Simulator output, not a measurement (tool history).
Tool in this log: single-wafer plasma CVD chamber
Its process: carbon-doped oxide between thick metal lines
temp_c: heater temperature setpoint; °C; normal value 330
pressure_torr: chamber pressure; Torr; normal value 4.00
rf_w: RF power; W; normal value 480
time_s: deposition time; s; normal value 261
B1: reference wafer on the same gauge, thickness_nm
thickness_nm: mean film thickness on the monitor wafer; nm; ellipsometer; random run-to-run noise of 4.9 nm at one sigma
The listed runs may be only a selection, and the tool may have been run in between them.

{"run": 1, "hour": 0.0, "temp_c": 330, "pressure_torr": 4.0, "rf_w": 445, "time_s": 261, "B1": 1416.571, "thickness_nm": 1192.036}
{"run": 2, "hour": 64.7, "temp_c": 330, "pressure_torr": 4.0, "rf_w": 445, "time_s": 261, "B1": 1419.154, "thickness_nm": 1185.939}
{"run": 3, "hour": 107.2, "temp_c": 330, "pressure_torr": 4.0, "rf_w": 480, "time_s": 261, "B1": 1420.279, "thickness_nm": 1219.566}
{"run": 4, "hour": 211.4, "temp_c": 330, "pressure_torr": 4.0, "rf_w": 520, "time_s": 261, "B1": 1419.82, "thickness_nm": 1261.547}
{"run": 5, "hour": 294.8, "temp_c": 330, "pressure_torr": 4.0, "rf_w": 520, "time_s": 261, "B1": 1420.87, "thickness_nm": 1249.72}
{"run": 6, "hour": 350.2, "temp_c": 330, "pressure_torr": 4.0, "rf_w": 480, "time_s": 261, "B1": 1418.739, "thickness_nm": 1224.448}
{"run": 7, "hour": 417.5, "temp_c": 330, "pressure_torr": 4.0, "rf_w": 480, "time_s": 261, "B1": 1420.557, "thickness_nm": 1224.119}
{"run": 8, "hour": 496.5, "temp_c": 330, "pressure_torr": 4.0, "rf_w": 480, "time_s": 261, "B1": 1421.689, "thickness_nm": 1229.159}
{"hour": 527.0, "done": "thermocouple changed; heater temperature recalibrated"}
{"run": 9, "hour": 549.0, "temp_c": 330, "pressure_torr": 3.25, "rf_w": 480, "time_s": 261, "B1": 1419.393, "thickness_nm": 1183.47}
{"hour": 573.4, "done": "gauge calibrated"}
{"run": 10, "hour": 649.8, "temp_c": 330, "pressure_torr": 3.25, "rf_w": 480, "time_s": 261, "B1": 1420.245, "thickness_nm": 1183.76}
{"run": 11, "hour": 710.7, "temp_c": 330, "pressure_torr": 4.32, "rf_w": 555, "time_s": 261, "B1": 1418.964, "thickness_nm": 1302.616}
{"run": 12, "hour": 805.4, "temp_c": 324, "pressure_torr": 3.23, "rf_w": 530, "time_s": 209, "B1": 1420.085, "thickness_nm": 994.098}
{"run": 13, "hour": 889.9, "temp_c": 330, "pressure_torr": 4.0, "rf_w": 480, "time_s": 215, "B1": 1422.015, "thickness_nm": 1000.562}
{"hour": 1000.2, "done": "capacitance manometer re-zeroed and calibrated"}
{"hour": 1000.4, "done": "showerhead replaced"}
{"run": 14, "hour": 1038.5, "temp_c": 330, "pressure_torr": 3.24, "rf_w": 480, "time_s": 312, "B1": 1417.935, "thickness_nm": 1409.917}
{"hour": 1082.2, "done": "RF generator calibrated"}
{"run": 15, "hour": 1246.7, "temp_c": 317, "pressure_torr": 3.11, "rf_w": 480, "time_s": 261, "B1": 1419.166, "thickness_nm": 1259.64}
{"run": 16, "hour": 1291.2, "temp_c": 330, "pressure_torr": 4.0, "rf_w": 480, "time_s": 261, "B1": 1422.745, "thickness_nm": 1250.034}
{"run": 17, "hour": 1380.8, "temp_c": 343, "pressure_torr": 4.0, "rf_w": 480, "time_s": 245, "B1": 1418.969, "thickness_nm": 1122.364}
{"run": 18, "hour": 1434.9, "temp_c": 318, "pressure_torr": 4.0, "rf_w": 510, "time_s": 278, "B1": 1418.165, "thickness_nm": 1408.675}

Forecast run 19:
{"run": 19, "hour": 1497.4, "temp_c": 315, "pressure_torr": 4.0, "rf_w": 480, "time_s": 292, "B1": "?", "thickness_nm": "?"}

{"run 19": {"B1": 1418.385, "thickness_nm": 1470.524}}
Minus the tool's unlogged condition, the same run would have read thickness_nm 1490.111 nm.
